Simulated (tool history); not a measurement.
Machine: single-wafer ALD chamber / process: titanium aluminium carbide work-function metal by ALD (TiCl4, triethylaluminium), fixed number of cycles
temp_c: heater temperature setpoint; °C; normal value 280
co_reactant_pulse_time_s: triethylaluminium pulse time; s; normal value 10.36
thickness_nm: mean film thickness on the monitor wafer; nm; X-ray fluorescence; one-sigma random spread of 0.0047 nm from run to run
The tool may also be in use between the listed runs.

| run | hour | temp_c | co_reactant_pulse_time_s | wafers since the last listed run | hours since the last thermocouple change | hours since the last triethylaluminium bottle change | hours since the showerhead was replaced | hours since the gauge calibration | read-back reference wafer on the same gauge, thickness_nm | thickness_nm |
|---|---|---|---|---|---|---|---|---|---|---|
| 1 | 0.0 | 288 | 10.36 | 0 | 1250.2 | 636.5 | 5243.9 | 1173.7 | 1.631 | 1.923 |
| 2 | 60.4 | 288 | 10.36 | 424 | 1310.6 | 696.9 | 5304.3 | 1234.1 | 1.631 | 1.929 |
| 3 | 84.9 | 280 | 8.82 | 172 | 1335.1 | 721.4 | 5328.8 | 1258.6 | 1.630 | 1.783 |
| 4 | 136.8 | 280 | 8.82 | 364 | 1387.0 | 773.3 | 5380.7 | 1310.5 | 1.629 | 1.787 |
| 5 | 172.0 | 280 | 10.36 | 247 | 1422.2 | 808.5 | 5415.9 | 1345.7 | 1.630 | 1.841 |
| 6 | 211.3 | 280 | 10.36 | 276 | 1461.5 | 847.8 | 5455.2 | 1385.0 | 1.629 | 1.845 |
| 7 | 240.9 | 280 | 10.36 | 208 | 1491.1 | 877.4 | 5484.8 | 1414.6 | 1.630 | 1.842 |
| 8 | 308.5 | 280 | 10.36 | 475 | 1558.7 | 945.0 | 5552.4 | 1482.2 | 1.630 | 1.838 |
| 9 | 379.7 | 280 | 10.36 | 500 | 1629.9 | 1016.2 | 5623.6 | 1553.4 | 1.630 | 1.836 |
| 10 | 441.9 | 280 | 10.36 | 437 | 1692.1 | 1078.4 | 5685.8 | 1615.6 | 1.631 | 1.848 |
| 11 | 487.6 | 294 | 6.90 | 321 | 1737.8 | 1124.1 | 5731.5 | 1661.3 | 1.629 | 1.762 |
|  | 521.7 | gauge calibrated |
| 12 | 553.6 | 290 | 13.40 | 464 | 1803.8 | 1190.1 | 5797.5 | 31.9 | 1.631 | 1.991 |
| 13 | 623.7 | 266 | 13.20 | 492 | 1873.9 | 1260.2 | 5867.6 | 102.0 | 1.632 | 1.752 |
|  | 665.0 | triethylaluminium bottle replaced |
| 14 | 665.5 | 280 | 10.36 | 237 | 1915.7 | 0.5 | 5909.4 | 143.8 | 1.630 | 1.863 |
| 15 | 708.5 | 291 | 11.73 | 302 | 1958.7 | 43.5 | 5952.4 | 186.8 | 1.630 | 2.001 |
| 16 | 749.5 | 280 | 10.36 | 288 | 1999.7 | 84.5 | 5993.4 | 227.8 | 1.630 | 1.861 |
| 17 | 933.6 | 268 | 10.36 | 1294 | 2183.8 | 268.6 | 6177.5 | 411.9 | 1.630 | 1.737 |
| 18 | 982.2 | 269 | 7.81 | 341 | 2232.4 | 317.2 | 6226.1 | 460.5 | 1.631 | 1.632 |
| 19 | 1035.8 | 280 | 10.36 | 376 | 2286.0 | 370.8 | 6279.7 | 514.1 | 1.629 | 1.858 |
| 20 | 1102.6 | 292 | 10.36 | 469 | 2352.8 | 437.6 | 6346.5 | 580.9 | 1.629 | 1.967 |
| 21 | 1145.4 | 280 | 10.36 | 300 | 2395.6 | 480.4 | 6389.3 | 623.7 | 1.630 | 1.853 |
| 22 | 1196.9 | 266 | 13.20 | 362 | 2447.1 | 531.9 | 6440.8 | 675.2 | 1.629 | 1.759 |
| 23 | 1246.9 | 291 | 12.17 | 351 | 2497.1 | 581.9 | 6490.8 | 725.2 | 1.629 | 1.999 |
|  | 1276.7 | thermocouple changed; heater temperature recalibrated |
|  | 1366.9 | showerhead replaced |
| 24 | 1434.5 | 271 | 10.36 | 1206 | 157.8 | 769.5 | 67.6 | 912.8 | 1.630 | 1.751 |
| 25 | 1477.2 | 280 | 10.36 | 300 | 200.5 | 812.2 | 110.3 | 955.5 | 1.629 | 1.842 |
| 26 | 1524.7 | 292 | 11.88 | 333 | 248.0 | 859.7 | 157.8 | 1003.0 | 1.630 | 1.998 |
| 27 | 1556.1 | 294 | 10.36 | 220 | 279.4 | 891.1 | 189.2 | 1034.4 | 1.630 | 1.978 |
| 28 | 1620.3 | 270 | 8.37 | 451 | 343.6 | 955.3 | 253.4 | 1098.6 | 1.631 | 1.667 |
| 29 | 1667.4 | 280 | 13.74 | 331 | 390.7 | 1002.4 | 300.5 | 1145.7 | 1.630 | 1.906 |
| 30 | 1719.5 | 270 | 8.76 | 366 | 442.8 | 1054.5 | 352.6 | 1197.8 | 1.631 | 1.684 |
| 31 | 1774.7 | 280 | 8.56 | 388 | 498.0 | 1109.7 | 407.8 | 1253.0 | 1.629 | 1.763 |
| 32 | 1830.9 | 280 | 10.36 | 395 | 554.2 | 1165.9 | 464.0 | 1309.2 | 1.630 | 1.837 |
| 33 | 1878.5 | 293 | 10.36 | 334 | 601.8 | 1213.5 | 511.6 | 1356.8 | 1.630 | 1.962 |

Measured less the same run without the tool's hidden state. The same run-to-run variation is in both; the gauge's scatter may not be:
What the log doesn't record here: wafer temperature above the value expected at the setpoint (K); triethylaluminium dose above that of a fresh bottle (%); gauge reads high (%).
| run | thickness_nm |
|---|---|
| 1 | -0.022 |
| 2 | -0.023 |
| 3 | -0.034 |
| 4 | -0.035 |
| 5 | -0.024 |
| 6 | -0.025 |
| 7 | -0.025 |
| 8 | -0.025 |
| 9 | -0.026 |
| 10 | -0.027 |
| 11 | -0.067 |
| 12 | -0.012 |
| 13 | -0.011 |
| 14 | -0.001 |
| 15 | -0.002 |
| 16 | -0.005 |
| 17 | -0.011 |
| 18 | -0.025 |
| 19 | -0.015 |
| 20 | -0.018 |
| 21 | -0.018 |
| 22 | -0.008 |
| 23 | -0.013 |
| 24 | -0.021 |
| 25 | -0.024 |
| 26 | -0.016 |
| 27 | -0.026 |
| 28 | -0.039 |
| 29 | -0.009 |
| 30 | -0.037 |
| 31 | -0.042 |
| 32 | -0.026 |
| 33 | -0.028 |

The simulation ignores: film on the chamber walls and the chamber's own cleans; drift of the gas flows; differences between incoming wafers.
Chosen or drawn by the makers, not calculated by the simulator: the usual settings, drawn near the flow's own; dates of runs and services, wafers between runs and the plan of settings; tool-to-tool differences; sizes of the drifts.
